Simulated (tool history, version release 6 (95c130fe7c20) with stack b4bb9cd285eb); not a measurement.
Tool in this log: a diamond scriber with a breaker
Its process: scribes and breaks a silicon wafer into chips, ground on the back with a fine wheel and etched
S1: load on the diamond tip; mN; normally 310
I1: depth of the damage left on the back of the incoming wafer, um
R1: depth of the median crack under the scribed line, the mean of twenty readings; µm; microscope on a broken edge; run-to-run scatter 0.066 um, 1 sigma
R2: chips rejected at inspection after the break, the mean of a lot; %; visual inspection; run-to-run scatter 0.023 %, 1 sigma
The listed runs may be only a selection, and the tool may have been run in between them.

run,hour,S1,I1,R1,R2
1,0.0,310,0.55,7.77,0.58
2,66.5,310,0.59,7.65,0.65
3,95.5,310,0.74,7.64,0.72
4,165.1,288,0.61,7.19,2.40
5,208.9,288,0.44,7.14,2.51
6,279.9,310,0.43,7.51,1.07
7,316.7,262,0.68,6.38,8.37
8,372.0,310,0.74,7.38,1.49
9,443.6,310,0.63,7.32,1.82
10,504.1,310,0.68,7.29,1.94
11,543.5,310,0.74,7.24,2.23
12,568.2,310,0.34,6.32,7.10
13,610.6,271,0.38,5.60,16.46
14,645.1,271,0.64,5.51,17.32
15,715.1,271,0.77,5.60,19.93
16,745.4,310,0.75,6.22,8.98
17,785.9,310,0.63,8.08,0.49
18,823.0,310,0.50,7.82,0.46
19,869.3,371,0.69,9.18,3.27
20,906.7,310,0.72,7.88,0.50
21,937.9,359,0.54,8.97,1.77
22,988.6,384,0.35,9.44,3.68
23,1035.5,310,0.36,7.71,0.58
24,1097.5,310,0.70,7.61,0.74
25,1152.3,381,0.32,9.13,2.63
26,1179.9,265,0.45,6.62,6.08
27,1221.9,310,0.39,7.49,0.98
28,1279.5,310,0.49,7.46,1.03
29,1329.5,267,0.79,6.39,7.05
30,1372.8,397,0.52,9.11,2.97
31,1402.7,286,0.38,6.80,3.84
32,1450.3,226,0.62,5.43,19.77
33,1517.7,220,0.54,5.72,15.15
34,1563.2,367,0.61,9.07,3.08
35,1602.1,264,0.40,6.80,3.90
36,1628.9,257,0.50,6.61,6.07
37,1699.8,368,0.42,8.94,2.73

Taken out of this log: 6 entries between the listed runs. Where each belongs, and how the hidden state differs across it:
Runs 2 to 3: load on the tip recalibrated (hour 70.4)
  share of the diamond tip's cutting effectiveness lost through wear, %: 5.52 -> 6.08
  difference, measured minus the result without the unlogged condition, R1: -0.30 -> -0.33 µm; R2: +0.20 -> +0.25 %
Runs 11 to 12: diamond tip replaced by a new one (hour 553.5)
  share of the diamond tip's cutting effectiveness lost through wear, %: 14.6 -> 28.6
  difference, measured minus the result without the unlogged condition, R1: -0.80 -> -1.60 µm; R2: +1.72 -> +6.69 %
Runs 13 to 14: load on the tip recalibrated (hour 635.2)
  share of the diamond tip's cutting effectiveness lost through wear, %: 29.4 -> 30.1
  difference, measured minus the result without the unlogged condition, R1: -1.47 -> -1.49 µm; R2: +13.97 -> +14.75 %
Runs 16 to 17: diamond tip replaced by a new one, repeated, since the last time left the tool worse (hour 774.4)
  share of the diamond tip's cutting effectiveness lost through wear, %: 32 -> 0.528
  difference, measured minus the result without the unlogged condition, R1: -1.83 -> -0.02 µm; R2: +8.53 -> +0.00 %
Runs 27 to 28: load on the tip recalibrated (hour 1238.6)
  share of the diamond tip's cutting effectiveness lost through wear, %: 8.87 -> 9.97
  difference, measured minus the result without the unlogged condition, R1: -0.48 -> -0.54 µm; R2: +0.55 -> +0.63 %
Runs 32 to 33: diamond tip replaced by a new one (hour 1511.2)
  share of the diamond tip's cutting effectiveness lost through wear, %: 13.2 -> 0.917
  difference, measured minus the result without the unlogged condition, R1: -0.54 -> -0.04 µm; R2: +7.64 -> +0.50 %
